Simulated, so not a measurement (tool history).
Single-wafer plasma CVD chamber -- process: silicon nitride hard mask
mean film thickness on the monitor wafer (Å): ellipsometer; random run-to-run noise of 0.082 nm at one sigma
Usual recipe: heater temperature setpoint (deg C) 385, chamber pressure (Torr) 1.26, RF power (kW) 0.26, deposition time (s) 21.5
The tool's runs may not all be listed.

| run | hour | heater temperature setpoint (deg C) | chamber pressure (Torr) | RF power (kW) | deposition time (s) | wafers since the last listed run | hours since the last thermocouple change | hours since the last RF generator calibration | hours since the last manometer calibration | hours since the showerhead was replaced | hours since the gauge calibration | read-back reference wafer on the same gauge, thickness_nm | mean film thickness on the monitor wafer (Å) |
|---|---|---|---|---|---|---|---|---|---|---|---|---|---|
| 1 | 0 | 385 | 1.26 | 0.26 | 21.5 | 0 | 2064.2 | 534.1 | 1876.1 | 4672.2 | 1081.3 | 24.636 | 211.62 |
| 2 | 34.3 | 385 | 1.26 | 0.26 | 21.5 | 594 | 2098.5 | 568.4 | 1910.4 | 4706.5 | 1115.6 | 24.606 | 209.46 |
| 3 | 71 | 385 | 1.26 | 0.26 | 21.5 | 636 | 2135.2 | 605.1 | 1947.1 | 4743.2 | 1152.3 | 24.591 | 209.06 |
| 4 | 136.3 | 385 | 1.26 | 0.26 | 21.5 | 1132 | 2200.5 | 670.4 | 2012.4 | 4808.5 | 1217.6 | 24.601 | 211.25 |
| 5 | 185.8 | 385 | 1.26 | 0.235 | 21.5 | 858 | 2250 | 719.9 | 2061.9 | 4858 | 1267.1 | 24.582 | 196.17 |
| 6 | 253.8 | 385 | 1.26 | 0.235 | 21.5 | 1179 | 2318 | 787.9 | 2129.9 | 4926 | 1335.1 | 24.589 | 193.24 |
| 7 | 314.3 | 385 | 1.26 | 0.235 | 21.5 | 1049 | 2378.5 | 848.4 | 2190.4 | 4986.5 | 1395.6 | 24.596 | 193.76 |
|  | 348.2 | capacitance manometer re-zeroed and calibrated |
| 8 | 374.8 | 385 | 1.26 | 0.26 | 21.5 | 910 | 2439 | 908.9 | 26.6 | 5047 | 1456.1 | 24.59 | 206.15 |
| 9 | 436.1 | 385 | 1.26 | 0.26 | 21.5 | 1063 | 2500.3 | 970.2 | 87.9 | 5108.3 | 1517.4 | 24.593 | 203.72 |
| 10 | 465.1 | 385 | 1.26 | 0.26 | 21.5 | 502 | 2529.3 | 999.2 | 116.9 | 5137.3 | 1546.4 | 24.589 | 202.62 |
|  | 477.5 | thermocouple changed; heater temperature recalibrated |
| 11 | 510.4 | 385 | 1.26 | 0.275 | 21.5 | 646 | 32.9 | 1044.5 | 162.2 | 5182.6 | 1591.7 | 24.61 | 214.55 |
| 12 | 545.8 | 385 | 1.26 | 0.26 | 21.5 | 613 | 68.3 | 1079.9 | 197.6 | 5218 | 1627.1 | 24.595 | 204.71 |
| 13 | 611.3 | 395 | 0.95 | 0.28 | 23.5 | 1136 | 133.8 | 1145.4 | 263.1 | 5283.5 | 1692.6 | 24.609 | 209.12 |
| 14 | 645.9 | 376 | 1.37 | 0.225 | 21.5 | 600 | 168.4 | 1180 | 297.7 | 5318.1 | 1727.2 | 24.587 | 188.66 |
|  | 703.6 | showerhead replaced |
| 15 | 704.1 | 398 | 1.41 | 0.26 | 21.5 | 870 | 226.6 | 1238.2 | 355.9 | 0.5 | 1785.4 | 24.578 | 210.78 |
| 16 | 760.4 | 393 | 1.26 | 0.21 | 21.5 | 976 | 282.9 | 1294.5 | 412.2 | 56.8 | 1841.7 | 24.612 | 172.24 |
|  | 772.9 | gauge calibrated |
|  | 779.4 | RF generator calibrated |
| 17 | 829 | 385 | 1.26 | 0.26 | 19.2 | 1051 | 351.5 | 49.6 | 480.8 | 125.4 | 56.1 | 24.6 | 189.86 |
| 18 | 894.2 | 394 | 1.26 | 0.26 | 21.5 | 1130 | 416.7 | 114.8 | 546 | 190.6 | 121.3 | 24.582 | 210.45 |
| 19 | 935.8 | 398 | 1.38 | 0.28 | 23.4 | 721 | 458.3 | 156.4 | 587.6 | 232.2 | 162.9 | 24.61 | 248.63 |
| 20 | 960.7 | 385 | 1.26 | 0.26 | 21.5 | 431 | 483.2 | 181.3 | 612.5 | 257.1 | 187.8 | 24.603 | 211.18 |
| 21 | 1025.3 | 385 | 0.95 | 0.26 | 24.9 | 1120 | 547.8 | 245.9 | 677.1 | 321.7 | 252.4 | 24.583 | 218.89 |
| 22 | 1068.8 | 377 | 1.51 | 0.26 | 21.5 | 754 | 591.3 | 289.4 | 720.6 | 365.2 | 295.9 | 24.571 | 225.65 |
| 23 | 1136.5 | 385 | 1.26 | 0.26 | 21.5 | 1174 | 659 | 357.1 | 788.3 | 432.9 | 363.6 | 24.621 | 209.78 |
| 24 | 1206.2 | 385 | 1.26 | 0.26 | 21.5 | 1208 | 728.7 | 426.8 | 858 | 502.6 | 433.3 | 24.616 | 210.94 |
| 25 | 1261.1 | 385 | 1.26 | 0.26 | 24.7 | 952 | 783.6 | 481.7 | 912.9 | 557.5 | 488.2 | 24.616 | 239.76 |
| 26 | 1320.3 | 377 | 1.1 | 0.3 | 23.5 | 1026 | 842.8 | 540.9 | 972.1 | 616.7 | 547.4 | 24.56 | 241.86 |
| 27 | 1377.9 | 385 | 1.26 | 0.215 | 21.5 | 999 | 900.4 | 598.5 | 1029.7 | 674.3 | 605 | 24.574 | 180.67 |
| 28 | 1479.8 | 378 | 0.96 | 0.26 | 21.5 | 1767 | 1002.3 | 700.4 | 1131.6 | 776.2 | 706.9 | 24.562 | 186.31 |

Each row is a separate what-if for the run after 28, all from the same tool condition, not one after another. Results?
| A | 1480.2 | 385 | 1.43 | 0.26 | 21.5 | 6 | 1002.7 | 700.8 | 1132 | 776.6 | 707.3 | ? | ? |
| B | 1480.2 | 385 | 1.08 | 0.31 | 18.8 | 6 | 1002.7 | 700.8 | 1132 | 776.6 | 707.3 | ? | ? |
| C | 1480.2 | 385 | 1.26 | 0.235 | 25.5 | 6 | 1002.7 | 700.8 | 1132 | 776.6 | 707.3 | ? | ? |
| D | 1480.2 | 385 | 1.26 | 0.305 | 23.4 | 6 | 1002.7 | 700.8 | 1132 | 776.6 | 707.3 | ? | ? |

| run | read-back reference wafer on the same gauge, thickness_nm | mean film thickness on the monitor wafer (Å) |
|---|---|---|
| A | 24.575 | 217.87 |
| B | 24.575 | 194.67 |
| C | 24.575 | 229.37 |
| D | 24.575 | 254 |
The same runs, with their run-to-run variation unchanged, on a tool lacking any hidden condition would have given:
| run | mean film thickness on the monitor wafer (Å) |
|---|---|
| A | 220.77 |
| B | 196.41 |
| C | 232.43 |
| D | 256.72 |

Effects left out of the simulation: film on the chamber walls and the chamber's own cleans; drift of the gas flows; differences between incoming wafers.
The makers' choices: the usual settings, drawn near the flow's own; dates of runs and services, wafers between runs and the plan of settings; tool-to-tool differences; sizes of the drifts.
